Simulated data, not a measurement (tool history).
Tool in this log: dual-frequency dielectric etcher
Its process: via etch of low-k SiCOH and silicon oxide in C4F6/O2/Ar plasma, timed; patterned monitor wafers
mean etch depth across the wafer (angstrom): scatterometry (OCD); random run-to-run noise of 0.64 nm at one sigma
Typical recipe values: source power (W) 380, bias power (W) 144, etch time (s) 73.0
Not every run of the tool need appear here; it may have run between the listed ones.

| run | hour | source power (W) | bias power (W) | etch time (s) | wafers since the last listed run | hours since the last wet clean | hours since the last source power generator calibration | hours since the last bias power generator calibration | hours since the last upper electrode change | hours since the gauge calibration | read-back reference wafer on the same gauge, depth_nm | mean etch depth across the wafer (angstrom) |
|---|---|---|---|---|---|---|---|---|---|---|---|---|
| 1 | 0.0 | 380 | 144 | 73.0 | 0 | 560.3 | 1433.3 | 3996.4 | 2621.2 | 108.2 | 176.9 | 1833 |
| 2 | 7.4 | 380 | 144 | 73.0 | 89 | 567.7 | 1440.7 | 4003.8 | 2628.6 | 115.6 | 177.0 | 1836 |
| 3 | 25.1 | 380 | 144 | 73.0 | 213 | 585.4 | 1458.4 | 4021.5 | 2646.3 | 133.3 | 176.9 | 1819 |
| 4 | 42.0 | 380 | 144 | 87.0 | 203 | 602.3 | 1475.3 | 4038.4 | 2663.2 | 150.2 | 176.9 | 2154 |
|  | 70.8 | wet clean of the chamber |
|  | 88.1 | upper electrode replaced |
| 5 | 88.6 | 380 | 144 | 73.0 | 63 | 17.8 | 1521.9 | 4085.0 | 0.5 | 196.8 | 177.0 | 1935 |
| 6 | 88.9 | 380 | 144 | 73.0 | 3 | 18.1 | 1522.2 | 4085.3 | 0.8 | 197.1 | 177.0 | 1916 |
| 7 | 89.3 | 380 | 144 | 73.0 | 4 | 18.5 | 1522.6 | 4085.7 | 1.2 | 197.5 | 176.9 | 1937 |
| 8 | 89.6 | 380 | 144 | 87.0 | 3 | 18.8 | 1522.9 | 4086.0 | 1.5 | 197.8 | 176.9 | 2309 |
| 9 | 89.9 | 440 | 117 | 60.5 | 3 | 19.1 | 1523.2 | 4086.3 | 1.8 | 198.1 | 177.0 | 1579 |
|  | 95.6 | gauge calibrated |
|  | 101.8 | source power generator calibrated |
|  | 120.6 | bias power generator calibrated |
| 10 | 127.2 | 450 | 144 | 73.0 | 353 | 56.4 | 25.4 | 6.6 | 39.1 | 31.6 | 177.0 | 2013 |
| 11 | 133.7 | 380 | 144 | 73.0 | 78 | 62.9 | 31.9 | 13.1 | 45.6 | 38.1 | 177.0 | 1925 |
| 12 | 146.2 | 460 | 109 | 73.0 | 150 | 75.4 | 44.4 | 25.6 | 58.1 | 50.6 | 177.0 | 1867 |
| 13 | 154.2 | 380 | 167 | 63.0 | 96 | 83.4 | 52.4 | 33.6 | 66.1 | 58.6 | 177.0 | 1725 |
| 14 | 170.6 | 380 | 144 | 65.0 | 197 | 99.8 | 68.8 | 50.0 | 82.5 | 75.0 | 177.0 | 1710 |
| 15 | 185.4 | 410 | 123 | 57.0 | 178 | 114.6 | 83.6 | 64.8 | 97.3 | 89.8 | 176.9 | 1458 |

Describe how what the log doesn't record of the tool's condition differs between the last listed run preceding each entry between runs and the first listed run following it.
In the gap between runs 4 and 5: wet clean of the chamber (hour 70.8); upper electrode replaced (hour 88.1)
  etch rate over this chamber's usual, %: -6.01 -> -0.145
  difference, measured minus the result without the unlogged condition, mean etch depth across the wafer (angstrom): -138 -> -3
In the gap between runs 9 and 10: gauge calibrated (hour 95.6); source power generator calibrated (hour 101.8); bias power generator calibrated (hour 120.6)
  etch rate over this chamber's usual, %: -0.156 -> -0.479
  difference, measured minus the result without the unlogged condition, mean etch depth across the wafer (angstrom): -3 -> -9

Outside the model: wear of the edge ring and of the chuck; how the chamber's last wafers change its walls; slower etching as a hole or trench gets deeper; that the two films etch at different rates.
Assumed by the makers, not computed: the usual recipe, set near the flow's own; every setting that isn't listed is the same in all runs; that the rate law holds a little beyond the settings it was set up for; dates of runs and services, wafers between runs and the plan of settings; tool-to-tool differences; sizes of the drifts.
